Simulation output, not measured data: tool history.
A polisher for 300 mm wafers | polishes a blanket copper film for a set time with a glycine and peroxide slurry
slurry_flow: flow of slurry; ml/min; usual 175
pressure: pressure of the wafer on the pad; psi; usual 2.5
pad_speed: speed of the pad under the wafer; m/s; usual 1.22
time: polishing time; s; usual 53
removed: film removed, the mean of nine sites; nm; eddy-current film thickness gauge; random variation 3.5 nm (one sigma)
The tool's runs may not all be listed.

run     day  slurry_flow  pressure  pad_speed  time  wafers since the last listed run  wafers polished on this pad  hours since the slurry nozzle was cleaned  hours since the head pressure was calibrated  incoming thickness of the incoming film, nm  removed
  1       0          175       2.5       1.44    53                                 0                         1475                                       49.1                                         110.3                                       2005.2      299
      3.112  -- worn pad replaced by a new one
  2   8.071          175       2.5       1.22    39                              2032                         1275                                      242.8                                           304                                       2064.1    188.6
  3  10.958          175       2.5       1.22    39                               742                         2018                                      312.1                                         373.3                                       1999.6    186.1
     12.133  -- worn pad replaced by a new one, of another model than before
  4  19.596          215       2.5       1.22    58                              2178                         1919                                      519.4                                         580.6                                         2006    282.6
  5    20.6          215       2.5       1.22    58                               258                         2177                                      543.5                                         604.7                                       2065.5    277.8
     21.717  -- worn pad replaced by a new one
  6  23.246          215       2.5       1.22    58                               637                          392                                        607                                         668.2                                       2015.6    297.1
     25.446  -- slurry nozzle cleaned
  7  28.125          175       2.5       1.22    53                              1244                         1637                                       64.3                                         785.3                                       2012.7    254.1
  8  30.329          175       2.5       1.22    53                               566                         2203                                      117.2                                         838.2                                       2003.5    255.6
     31.046  -- worn pad replaced by a new one
  9  32.371          210       2.5       0.96    62                               482                          340                                      166.2                                         887.2                                       2020.6    294.8
 10  33.929          175       2.5       1.22    53                               400                          741                                      203.6                                         924.6                                       2031.4    260.6
     34.383  -- head pressure recalibrated
 11  36.129          175       1.8       1.22    39                               544                         1285                                      256.4                                          41.9                                       2020.7    160.9
 12  38.858          175       2.9       0.98    36                               701                         1987                                      321.9                                         107.4                                       2045.8    169.4
 13  40.262          175       2.5       1.22    53                               361                         2349                                      355.6                                         141.1                                       2027.4    247.1
       41.2  -- worn pad replaced by a new one
 14  41.725          140       2.8       1.36    53                               333                          135                                      390.7                                         176.2                                       2047.9    287.6
 15  47.558          145       1.7       0.98    64                              1500                         1635                                      530.7                                         316.2                                       2013.8    234.4
 16  49.508          175       2.3       1.22    44                               501                         2137                                      577.5                                           363                                       2012.6    200.3

4 ways to go on from here, each from the tool as it stands after run 16. What would each give?
  A  49.525          175         2       1.22    53                                 4                         2141                                      577.9                                         363.4                                       2018.4        ?
  B  49.525          205       2.5        1.4    53                                 4                         2141                                      577.9                                         363.4                                       2018.4        ?
  C  49.525          130       2.5       1.22    53                                 4                         2141                                      577.9                                         363.4                                       2018.4        ?
  D  49.525          115       2.5       1.42    59                                 4                         2141                                      577.9                                         363.4                                       2018.4        ?

run  removed
  A    226.3
  B    269.9
  C    243.7
  D    283.1
Without the tool's hidden state the same runs would have given:
run  removed
  A    248.8
  B    296.8
  C      268
  D    311.3
